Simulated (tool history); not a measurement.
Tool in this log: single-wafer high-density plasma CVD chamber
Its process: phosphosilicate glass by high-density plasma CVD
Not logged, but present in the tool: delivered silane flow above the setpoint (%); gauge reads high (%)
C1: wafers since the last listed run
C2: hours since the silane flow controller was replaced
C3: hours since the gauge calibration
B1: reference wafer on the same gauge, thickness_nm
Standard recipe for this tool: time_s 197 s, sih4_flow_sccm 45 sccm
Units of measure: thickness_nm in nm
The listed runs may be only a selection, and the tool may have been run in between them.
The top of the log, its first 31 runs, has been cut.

run 32 day=17.542 | time_s=197 sih4_flow_sccm=45 | C1=143 C2=181.6 C3=181.4 | B1=718.472 | thickness_nm=868.602
run 33 day=17.838 | time_s=225 sih4_flow_sccm=50 | C1=62 C2=188.7 C3=188.5 | B1=718.222 | thickness_nm=1099.492
run 34 day=18.283 | time_s=197 sih4_flow_sccm=45 | C1=93 C2=199.4 C3=199.2 | B1=718.965 | thickness_nm=871.397
run 35 day=19.000 | time_s=197 sih4_flow_sccm=45 | C1=151 C2=216.6 C3=216.4 | B1=718.744 | thickness_nm=865.045
run 36 day=19.592 | time_s=197 sih4_flow_sccm=45 | C1=124 C2=230.8 C3=230.6 | B1=719.003 | thickness_nm=872.431
run 37 day=20.029 | time_s=214 sih4_flow_sccm=48 | C1=92 C2=241.3 C3=241.1 | B1=718.990 | thickness_nm=1002.311
run 38 day=20.467 | time_s=197 sih4_flow_sccm=45 | C1=92 C2=251.8 C3=251.6 | B1=719.489 | thickness_nm=862.771
run 39 day=20.908 | time_s=216 sih4_flow_sccm=42 | C1=93 C2=262.4 C3=262.2 | B1=718.502 | thickness_nm=891.603
run 40 day=21.271 | time_s=163 sih4_flow_sccm=45 | C1=76 C2=271.1 C3=270.9 | B1=718.991 | thickness_nm=716.613
run 41 day=21.550 | time_s=180 sih4_flow_sccm=48 | C1=58 C2=277.8 C3=277.6 | B1=718.760 | thickness_nm=842.003
run 42 day=22.162 | time_s=197 sih4_flow_sccm=45 | C1=129 C2=292.5 C3=292.3 | B1=719.375 | thickness_nm=865.661
run 43 day=22.475 | time_s=197 sih4_flow_sccm=45 | C1=65 C2=300.0 C3=299.8 | B1=718.158 | thickness_nm=862.395
run 44 day=23.146 | time_s=175 sih4_flow_sccm=48 | C1=141 C2=316.1 C3=315.9 | B1=718.960 | thickness_nm=824.700
run 45 day=23.692 | time_s=197 sih4_flow_sccm=42 | C1=115 C2=329.2 C3=329.0 | B1=718.462 | thickness_nm=803.454
run 46 day=24.429 | time_s=213 sih4_flow_sccm=36 | C1=155 C2=346.9 C3=346.7 | B1=719.719 | thickness_nm=744.449

Alternative continuations, all from the tool just after run 46; predict every row:
run A day=24.450 | time_s=197 sih4_flow_sccm=50 | C1=4 C2=347.4 C3=347.2 | B1=? | thickness_nm=?
run B day=24.450 | time_s=228 sih4_flow_sccm=45 | C1=4 C2=347.4 C3=347.2 | B1=? | thickness_nm=?
run C day=24.450 | time_s=221 sih4_flow_sccm=53 | C1=4 C2=347.4 C3=347.2 | B1=? | thickness_nm=?
run D day=24.450 | time_s=225 sih4_flow_sccm=52 | C1=4 C2=347.4 C3=347.2 | B1=? | thickness_nm=?
run E day=24.450 | time_s=185 sih4_flow_sccm=39 | C1=4 C2=347.4 C3=347.2 | B1=? | thickness_nm=?

run=A B1=719.237 thickness_nm=962.193
run=B B1=719.237 thickness_nm=1002.244
run=C B1=719.237 thickness_nm=1144.179
run=D B1=719.237 thickness_nm=1142.910
run=E B1=719.237 thickness_nm=704.794
With the hidden condition removed and each run's random variation left untouched, the same runs would have given:
run=A thickness_nm=975.912
run=B thickness_nm=1016.534
run=C thickness_nm=1160.493
run=D thickness_nm=1159.205
run=E thickness_nm=714.843
